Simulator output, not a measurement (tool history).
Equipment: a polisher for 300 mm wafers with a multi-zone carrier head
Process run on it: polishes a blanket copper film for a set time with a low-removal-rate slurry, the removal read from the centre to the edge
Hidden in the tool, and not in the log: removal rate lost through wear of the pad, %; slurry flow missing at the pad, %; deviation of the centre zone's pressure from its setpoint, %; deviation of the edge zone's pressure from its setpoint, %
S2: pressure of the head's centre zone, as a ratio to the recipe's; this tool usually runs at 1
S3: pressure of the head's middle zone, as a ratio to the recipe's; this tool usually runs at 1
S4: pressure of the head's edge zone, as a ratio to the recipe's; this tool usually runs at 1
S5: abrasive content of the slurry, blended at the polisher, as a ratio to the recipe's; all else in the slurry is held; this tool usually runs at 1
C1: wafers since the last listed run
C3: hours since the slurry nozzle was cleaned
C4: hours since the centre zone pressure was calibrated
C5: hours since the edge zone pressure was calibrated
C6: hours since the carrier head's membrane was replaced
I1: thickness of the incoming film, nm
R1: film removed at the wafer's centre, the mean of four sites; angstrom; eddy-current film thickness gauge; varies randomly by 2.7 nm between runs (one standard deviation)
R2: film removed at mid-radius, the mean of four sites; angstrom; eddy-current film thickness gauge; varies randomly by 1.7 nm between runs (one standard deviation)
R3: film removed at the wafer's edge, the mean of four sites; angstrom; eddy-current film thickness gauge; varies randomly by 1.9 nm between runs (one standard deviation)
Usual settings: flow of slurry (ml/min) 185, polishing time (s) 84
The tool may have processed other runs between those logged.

Run 1, day 0: usual settings but S3 1.05; C1 0; wafers polished on this pad 3058; C3 215; C4 453.5; C5 76.7; C6 586.3; I1 1349.4. Result: R1 2077 angstrom, R2 2138 angstrom, R3 2174 angstrom.
At day 1.267: worn pad replaced by a new one.
Run 2, day 3.096: usual settings but polishing time (s) 99; C1 371; wafers polished on this pad 231; C3 289.3; C4 527.8; C5 151; C6 660.6; I1 1358.2. Result: R1 2482 angstrom, R2 2417 angstrom, R3 2554 angstrom.
Run 3, day 4.871: usual settings; C1 225; wafers polished on this pad 457; C3 331.9; C4 570.4; C5 193.6; C6 703.2; I1 1376.9. Result: R1 2002 angstrom, R2 2067 angstrom, R3 2170 angstrom.
At day 6.833: carrier head's membrane replaced by a new one.
Run 4, day 8.717: usual settings but flow of slurry (ml/min) 235; C1 461; wafers polished on this pad 918; C3 424.2; C4 662.7; C5 285.9; C6 45.2; I1 1363.5. Result: R1 2120 angstrom, R2 2093 angstrom, R3 2231 angstrom.
Run 5, day 11.879: usual settings; C1 401; wafers polished on this pad 1319; C3 500.1; C4 738.6; C5 361.8; C6 121.1; I1 1361.5. Result: R1 2049 angstrom, R2 2047 angstrom, R3 2157 angstrom.
Run 6, day 14.558: usual settings but S4 0.97; C1 339; wafers polished on this pad 1659; C3 564.4; C4 802.9; C5 426.1; C6 185.4; I1 1392.6. Result: R1 2006 angstrom, R2 2061 angstrom, R3 2101 angstrom.
Run 7, day 16.529: usual settings but S2 0.89; C1 249; wafers polished on this pad 1909; C3 611.7; C4 850.2; C5 473.4; C6 232.7; I1 1384.1. Result: R1 1800 angstrom, R2 2072 angstrom, R3 2166 angstrom.
Run 8, day 18.717: usual settings but S2 1.08, S3 0.96; C1 277; wafers polished on this pad 2186; C3 664.2; C4 902.7; C5 525.9; C6 285.2; I1 1382.4. Result: R1 2088 angstrom, R2 1965 angstrom, R3 2177 angstrom.
Run 9, day 21.242: usual settings but S2 1.05, polishing time (s) 105; C1 320; wafers polished on this pad 2507; C3 724.8; C4 963.3; C5 586.5; C6 345.8; I1 1360.2. Result: R1 2531 angstrom, R2 2579 angstrom, R3 2724 angstrom.
At day 23.854: slurry nozzle cleaned.
Run 10, day 25.625: usual settings but S2 1.12, S3 0.95, S4 1.08, S5 1.1; C1 550; wafers polished on this pad 3058; C3 42.5; C4 1068.5; C5 691.7; C6 451; I1 1374.3. Result: R1 2298 angstrom, R2 2012 angstrom, R3 2301 angstrom.
At day 27.529: centre zone pressure recalibrated.
Run 11, day 28.842: usual settings but S3 0.95, S4 0.91, S5 0.85, polishing time (s) 100; C1 397; wafers polished on this pad 3455; C3 119.7; C4 31.5; C5 768.9; C6 528.2; I1 1383.9. Result: R1 2427 angstrom, R2 2259 angstrom, R3 2376 angstrom.
At day 29.95: worn pad replaced by a new one.
Run 12, day 33.192: usual settings; C1 530; wafers polished on this pad 411; C3 224.1; C4 135.9; C5 873.3; C6 632.6; I1 1368.2. Result: R1 2098 angstrom, R2 2076 angstrom, R3 2155 angstrom.
Run 13, day 35.162: usual settings; C1 249; wafers polished on this pad 661; C3 271.4; C4 183.2; C5 920.6; C6 679.9; I1 1348.8. Result: R1 2057 angstrom, R2 2063 angstrom, R3 2150 angstrom.
At day 35.492: edge zone pressure recalibrated.
At day 37.2: carrier head's membrane replaced by a new one.
Run 14, day 37.529: usual settings but flow of slurry (ml/min) 235, S5 1.1; C1 263; wafers polished on this pad 924; C3 328.2; C4 240; C5 48.9; C6 7.9; I1 1397.9. Result: R1 2207 angstrom, R2 2167 angstrom, R3 2273 angstrom.
Run 15, day 39.838: usual settings but S4 0.89, polishing time (s) 66; C1 292; wafers polished on this pad 1217; C3 383.6; C4 295.4; C5 104.3; C6 63.3; I1 1362.8. Result: R1 1624 angstrom, R2 1608 angstrom, R3 1627 angstrom.
Run 16, day 43.125: usual settings but S3 1.1, polishing time (s) 93; C1 417; wafers polished on this pad 1634; C3 462.5; C4 374.3; C5 183.2; C6 142.2; I1 1385.7. Result: R1 2244 angstrom, R2 2490 angstrom, R3 2394 angstrom.
Run 17, day 45.6: usual settings; C1 313; wafers polished on this pad 1948; C3 521.9; C4 433.7; C5 242.6; C6 201.6; I1 1346.9. Result: R1 2050 angstrom, R2 2052 angstrom, R3 2196 angstrom.
At day 54.883: slurry nozzle cleaned.
Run 18, day 57.754: usual settings but polishing time (s) 98; C1 1536; wafers polished on this pad 3484; C3 68.9; C4 725.4; C5 534.3; C6 493.3; I1 1392.6. Result: R1 2360 angstrom, R2 2410 angstrom, R3 2551 angstrom.
Run 19, day 60.15: usual settings but S3 1.12; C1 303; wafers polished on this pad 3788; C3 126.4; C4 782.9; C5 591.8; C6 550.8; I1 1366.9. Result: R1 1970 angstrom, R2 2257 angstrom, R3 2172 angstrom.
At day 62.579: worn pad replaced by a new one.
Run 20, day 64.512: usual settings but flow of slurry (ml/min) 135, S2 1.03; C1 532; wafers polished on this pad 245; C3 231.1; C4 887.6; C5 696.5; C6 655.5; I1 1372.5. Result: R1 1903 angstrom, R2 1954 angstrom, R3 2103 angstrom.

Forecast each of these 5 alternatives for the next run:
Run A, day 64.533: usual settings; C1 2; wafers polished on this pad 247; C3 231.6; C4 888.1; C5 697; C6 656; I1 1367.7. Result: R1 ?, R2 ?, R3 ?.
Run B, day 64.533: usual settings but S3 1.04; C1 2; wafers polished on this pad 247; C3 231.6; C4 888.1; C5 697; C6 656; I1 1367.7. Result: R1 ?, R2 ?, R3 ?.
Run C, day 64.533: usual settings but flow of slurry (ml/min) 165, S3 1.08; C1 2; wafers polished on this pad 247; C3 231.6; C4 888.1; C5 697; C6 656; I1 1367.7. Result: R1 ?, R2 ?, R3 ?.
Run D, day 64.533: usual settings but flow of slurry (ml/min) 145, S2 1.12, S3 1.07, polishing time (s) 65; C1 2; wafers polished on this pad 247; C3 231.6; C4 888.1; C5 697; C6 656; I1 1367.7. Result: R1 ?, R2 ?, R3 ?.
Run E, day 64.533: usual settings but flow of slurry (ml/min) 130, S2 1.04, S3 1.08, S5 1.1; C1 2; wafers polished on this pad 247; C3 231.6; C4 888.1; C5 697; C6 656; I1 1367.7. Result: R1 ?, R2 ?, R3 ?.

run    R1    R2    R3
  A  1967  2081  2156
  B  1967  2151  2155
  C  1936  2190  2131
  D  1635  1651  1629
  E  1981  2168  2130
Without the tool's hidden state the same runs would have given:
run    R1    R2    R3
  A  2132  2080  2156
  B  2133  2150  2155
  C  2099  2189  2131
  D  1772  1650  1629
  E  2147  2167  2130
